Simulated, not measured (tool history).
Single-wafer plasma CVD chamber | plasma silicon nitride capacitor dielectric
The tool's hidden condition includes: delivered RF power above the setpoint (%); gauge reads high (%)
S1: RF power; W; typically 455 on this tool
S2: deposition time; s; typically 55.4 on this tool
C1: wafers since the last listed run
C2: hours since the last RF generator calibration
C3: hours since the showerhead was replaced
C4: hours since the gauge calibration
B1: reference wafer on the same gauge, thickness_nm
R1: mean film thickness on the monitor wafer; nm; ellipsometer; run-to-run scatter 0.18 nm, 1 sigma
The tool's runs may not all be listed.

{"run": 1, "hour": 0.0, "S1": 455, "S2": 62.7, "C1": 0, "C2": 806.2, "C3": 5020.3, "C4": 185.6, "B1": 79.834, "R1": 80.331}
{"run": 2, "hour": 34.8, "S1": 455, "S2": 55.4, "C1": 597, "C2": 841, "C3": 5055.1, "C4": 220.4, "B1": 79.782, "R1": 71.095}
{"run": 3, "hour": 53.2, "S1": 455, "S2": 55.4, "C1": 315, "C2": 859.4, "C3": 5073.5, "C4": 238.8, "B1": 79.846, "R1": 71.035}
{"run": 4, "hour": 66.2, "S1": 455, "S2": 55.4, "C1": 223, "C2": 872.4, "C3": 5086.5, "C4": 251.8, "B1": 79.856, "R1": 71.275}
{"run": 5, "hour": 101.5, "S1": 455, "S2": 55.4, "C1": 606, "C2": 907.7, "C3": 5121.8, "C4": 287.1, "B1": 79.761, "R1": 70.749}
{"run": 6, "hour": 131.8, "S1": 455, "S2": 55.4, "C1": 520, "C2": 938, "C3": 5152.1, "C4": 317.4, "B1": 79.714, "R1": 70.64}
{"run": 7, "hour": 155.9, "S1": 455, "S2": 55.4, "C1": 413, "C2": 962.1, "C3": 5176.2, "C4": 341.5, "B1": 79.766, "R1": 70.638}
{"run": 8, "hour": 174.2, "S1": 530, "S2": 55.4, "C1": 314, "C2": 980.4, "C3": 5194.5, "C4": 359.8, "B1": 79.786, "R1": 74.984}
{"run": 9, "hour": 194.1, "S1": 530, "S2": 55.4, "C1": 341, "C2": 1000.3, "C3": 5214.4, "C4": 379.7, "B1": 79.785, "R1": 75.117}
{"run": 10, "hour": 230.1, "S1": 455, "S2": 55.4, "C1": 618, "C2": 1036.3, "C3": 5250.4, "C4": 415.7, "B1": 79.832, "R1": 70.678}
{"run": 11, "hour": 260.8, "S1": 455, "S2": 55.4, "C1": 527, "C2": 1067, "C3": 5281.1, "C4": 446.4, "B1": 79.78, "R1": 70.38}
{"run": 12, "hour": 274.0, "S1": 455, "S2": 55.4, "C1": 226, "C2": 1080.2, "C3": 5294.3, "C4": 459.6, "B1": 79.797, "R1": 70.473}
{"run": 13, "hour": 302.7, "S1": 430, "S2": 55.4, "C1": 492, "C2": 1108.9, "C3": 5323, "C4": 488.3, "B1": 79.802, "R1": 68.87}
{"run": 14, "hour": 327.0, "S1": 430, "S2": 55.4, "C1": 417, "C2": 1133.2, "C3": 5347.3, "C4": 512.6, "B1": 79.909, "R1": 68.818}
{"hour": 346.3, "done": "showerhead replaced"}
{"run": 15, "hour": 351.1, "S1": 455, "S2": 55.4, "C1": 276, "C2": 1157.3, "C3": 4.8, "C4": 536.7, "B1": 79.778, "R1": 70.409}
{"run": 16, "hour": 364.7, "S1": 455, "S2": 61, "C1": 233, "C2": 1170.9, "C3": 18.4, "C4": 550.3, "B1": 79.761, "R1": 77.41}
{"run": 17, "hour": 396.4, "S1": 525, "S2": 44.4, "C1": 544, "C2": 1202.6, "C3": 50.1, "C4": 582, "B1": 79.805, "R1": 59.548}
{"run": 18, "hour": 423.7, "S1": 390, "S2": 44.6, "C1": 468, "C2": 1229.9, "C3": 77.4, "C4": 609.3, "B1": 79.764, "R1": 53.345}
{"hour": 441.9, "done": "RF generator calibrated"}
{"run": 19, "hour": 445.7, "S1": 535, "S2": 61.7, "C1": 240, "C2": 3.8, "C3": 99.4, "C4": 631.3, "B1": 79.799, "R1": 86.656}
{"run": 20, "hour": 475.8, "S1": 455, "S2": 55.4, "C1": 516, "C2": 33.9, "C3": 129.5, "C4": 661.4, "B1": 79.766, "R1": 72.994}
{"run": 21, "hour": 488.9, "S1": 455, "S2": 50, "C1": 224, "C2": 47, "C3": 142.6, "C4": 674.5, "B1": 79.785, "R1": 66.005}
{"run": 22, "hour": 524.1, "S1": 455, "S2": 55.4, "C1": 604, "C2": 82.2, "C3": 177.8, "C4": 709.7, "B1": 79.742, "R1": 72.78}
{"hour": 538.9, "done": "gauge calibrated"}
{"run": 23, "hour": 545.1, "S1": 455, "S2": 55.4, "C1": 360, "C2": 103.2, "C3": 198.8, "C4": 6.2, "B1": 79.857, "R1": 72.714}
{"run": 24, "hour": 563.7, "S1": 510, "S2": 46.1, "C1": 319, "C2": 121.8, "C3": 217.4, "C4": 24.8, "B1": 79.842, "R1": 63.298}

The next listed run, before its measurement:
{"run": 25, "hour": 589.5, "S1": 535, "S2": 61.2, "C1": 442, "C2": 147.6, "C3": 243.2, "C4": 50.6, "B1": "?", "R1": "?"}

Run 25 yielded B1 79.725, R1 85.939 nm.
Take away the tool's hidden state, keep the run-to-run variation as it was, and the same run would have given R1 86.313 nm.
